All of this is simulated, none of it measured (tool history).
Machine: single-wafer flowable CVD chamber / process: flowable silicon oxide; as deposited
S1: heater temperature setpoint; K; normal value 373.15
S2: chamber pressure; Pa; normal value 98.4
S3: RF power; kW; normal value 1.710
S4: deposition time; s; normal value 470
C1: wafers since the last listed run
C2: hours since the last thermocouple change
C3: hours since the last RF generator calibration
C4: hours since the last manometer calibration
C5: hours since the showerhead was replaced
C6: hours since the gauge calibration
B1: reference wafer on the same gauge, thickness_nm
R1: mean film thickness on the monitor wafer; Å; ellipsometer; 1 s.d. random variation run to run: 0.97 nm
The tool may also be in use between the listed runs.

run,hour,S1,S2,S3,S4,C1,C2,C3,C4,C5,C6,B1,R1
1,0.0,373.15,98.4,1.870,470,0,675.3,947.1,1723.3,4822.4,299.2,233.969,2629.57
2,17.8,373.15,98.4,1.870,470,81,693.1,964.9,1741.1,4840.2,317.0,233.923,2630.31
3,34.3,373.15,98.4,1.710,470,75,709.6,981.4,1757.6,4856.7,333.5,233.955,2589.65
4,51.5,373.15,98.4,1.710,470,78,726.8,998.6,1774.8,4873.9,350.7,233.963,2590.34
5,62.5,373.15,98.4,1.710,470,50,737.8,1009.6,1785.8,4884.9,361.7,234.026,2580.76
6,74.4,373.15,113.7,1.710,470,54,749.7,1021.5,1797.7,4896.8,373.6,234.198,2995.66
7,85.8,373.15,113.7,1.710,470,52,761.1,1032.9,1809.1,4908.2,385.0,234.156,3004.99
# hour 92.8: gauge calibrated
8,100.8,365.15,98.4,1.710,470,68,776.1,1047.9,1824.1,4923.2,8.0,233.885,3262.83
9,112.3,365.15,98.4,1.710,470,52,787.6,1059.4,1835.6,4934.7,19.5,234.102,3298.21
10,126.1,373.15,98.4,1.710,470,62,801.4,1073.2,1849.4,4948.5,33.3,233.936,2582.40
11,142.7,373.15,98.4,1.710,470,75,818.0,1089.8,1866.0,4965.1,49.9,233.906,2595.55
12,149.1,364.15,98.4,1.420,395,29,824.4,1096.2,1872.4,4971.5,56.3,234.090,2669.21
13,188.4,373.15,90.5,1.710,470,179,863.7,1135.5,1911.7,5010.8,95.6,233.873,2411.08
14,202.3,373.15,98.4,1.710,470,63,877.6,1149.4,1925.6,5024.7,109.5,233.939,2589.34
# hour 227.3: showerhead replaced
15,227.8,373.15,98.4,1.710,470,79,903.1,1174.9,1951.1,0.5,135.0,233.987,2594.95
16,234.1,364.15,98.4,1.875,523,28,909.4,1181.2,1957.4,6.8,141.3,234.110,3874.05
17,250.6,363.15,98.4,1.975,470,75,925.9,1197.7,1973.9,23.3,157.8,234.006,3600.23
# hour 259.1: RF generator calibrated
# hour 259.8: thermocouple changed; heater temperature recalibrated
18,262.0,381.15,115.7,1.965,560,12,2.2,2.9,1985.3,34.7,169.2,233.905,2768.57
# hour 283.3: capacitance manometer re-zeroed and calibrated
19,283.8,382.15,115.5,1.545,503,62,24.0,24.7,0.5,56.5,191.0,233.819,2419.23
20,287.2,373.15,98.4,1.870,470,15,27.4,28.1,3.9,59.9,194.4,234.031,2641.01
21,294.8,363.15,109.2,1.460,432,34,35.0,35.7,11.5,67.5,202.0,234.063,3353.05
22,309.1,373.15,98.4,1.405,470,65,49.3,50.0,25.8,81.8,216.3,234.031,2419.86
23,321.6,373.15,98.4,1.410,401,57,61.8,62.5,38.3,94.3,228.8,234.041,2063.80
24,333.2,373.15,82.3,1.710,416,52,73.4,74.1,49.9,105.9,240.4,233.963,1905.81
25,349.6,361.15,113.2,1.795,470,74,89.8,90.5,66.3,122.3,256.8,234.111,4273.20
26,364.8,368.15,83.5,1.945,498,69,105.0,105.7,81.5,137.5,272.0,234.048,2786.92
27,376.6,373.15,85.7,1.985,470,53,116.8,117.5,93.3,149.3,283.8,234.108,2341.66

Measured minus without-hidden-state, run by run (identical run-to-run variation in each term; gauge scatter may differ):
Hidden conditions of the tool in this case: wafer temperature above the value expected at the setpoint (K); delivered RF power above the setpoint (%); true pressure above the setpoint (%); gauge reads high (%).
run,R1
1,+13.43
2,+15.67
3,+17.47
4,+19.60
5,+20.89
6,+34.42
7,+36.21
8,+42.64
9,+45.04
10,+28.73
11,+30.92
12,+35.08
13,+32.37
14,+38.18
15,+41.40
16,+63.23
17,+47.10
18,-176.58
19,+17.86
20,+18.61
21,+27.60
22,+19.72
23,+18.12
24,+17.15
25,+36.22
26,+30.89
27,+26.02
